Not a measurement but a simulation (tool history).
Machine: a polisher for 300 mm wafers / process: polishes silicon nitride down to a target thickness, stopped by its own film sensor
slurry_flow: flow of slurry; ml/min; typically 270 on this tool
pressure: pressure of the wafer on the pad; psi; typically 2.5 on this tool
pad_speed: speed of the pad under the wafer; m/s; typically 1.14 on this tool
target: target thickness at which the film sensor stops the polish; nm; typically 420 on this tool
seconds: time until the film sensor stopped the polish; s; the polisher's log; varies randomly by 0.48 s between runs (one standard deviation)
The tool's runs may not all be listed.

run	day	slurry_flow	pressure	pad_speed	target	wafers since the last listed run	wafers polished on this pad	hours since the slurry nozzle was cleaned	hours since the head pressure was calibrated	incoming thickness of the incoming film, nm	seconds
1	0.000	270	2.5	1.00	409	0	1300	305.4	256.1	517.8	74.7
2	0.750	270	2.5	1.00	409	178	1479	323.4	274.1	527.6	84.7
# day 1.271: worn pad replaced by a new one
3	2.175	270	2.5	1.00	409	299	214	357.6	308.3	524.4	74.1
4	3.033	270	2.5	1.14	420	204	419	378.2	328.9	528.2	62.3
5	4.442	270	2.5	1.14	420	335	754	412.0	362.7	526.6	64.8
6	5.625	270	2.5	1.14	420	281	1035	440.4	391.1	524.0	63.9
7	6.254	270	2.5	1.14	420	149	1185	455.5	406.2	513.5	57.7
8	6.950	270	2.5	1.14	420	165	1351	472.2	422.9	523.9	64.1
# day 7.942: worn pad replaced by a new one
9	8.117	270	2.5	1.14	420	238	41	500.2	450.9	527.8	63.0
10	9.554	270	2.5	1.14	420	342	383	534.7	485.4	523.7	60.9
11	10.758	205	2.7	1.42	455	286	670	563.6	514.3	527.1	34.4
# day 11.896: slurry nozzle cleaned
12	12.138	300	1.7	1.14	420	318	988	5.8	547.4	518.4	87.3
13	13.062	270	2.5	1.14	420	220	1208	28.0	569.6	526.1	65.8
14	14.508	270	3.0	1.30	420	344	1552	62.7	604.3	528.4	51.7
# day 14.675: worn pad replaced by a new one
# day 14.850: head pressure recalibrated
15	15.746	365	3.3	1.36	420	235	235	92.4	21.5	530.1	40.8
16	16.296	240	3.0	1.26	420	130	365	105.6	34.7	516.1	43.0
17	17.629	270	1.8	1.14	420	317	683	137.6	66.7	529.0	90.2
18	18.658	235	2.5	1.44	420	244	928	162.3	91.4	531.5	55.8

Measured minus without-hidden-state, run by run (identical run-to-run variation in each term; gauge scatter may differ):
Hidden conditions of the tool in this case: removal rate lost through wear of the pad, %; slurry flow missing at the pad, %; deviation of the head's pressure from its setpoint, %.
run	seconds
1	+6.0
2	+8.4
3	+0.7
4	+0.9
5	+2.0
6	+3.2
7	+3.6
8	+5.1
9	+0.2
10	+0.5
11	+0.7
12	+3.6
13	+4.0
14	+5.0
15	+0.3
16	+0.4
17	+2.1
18	+2.2
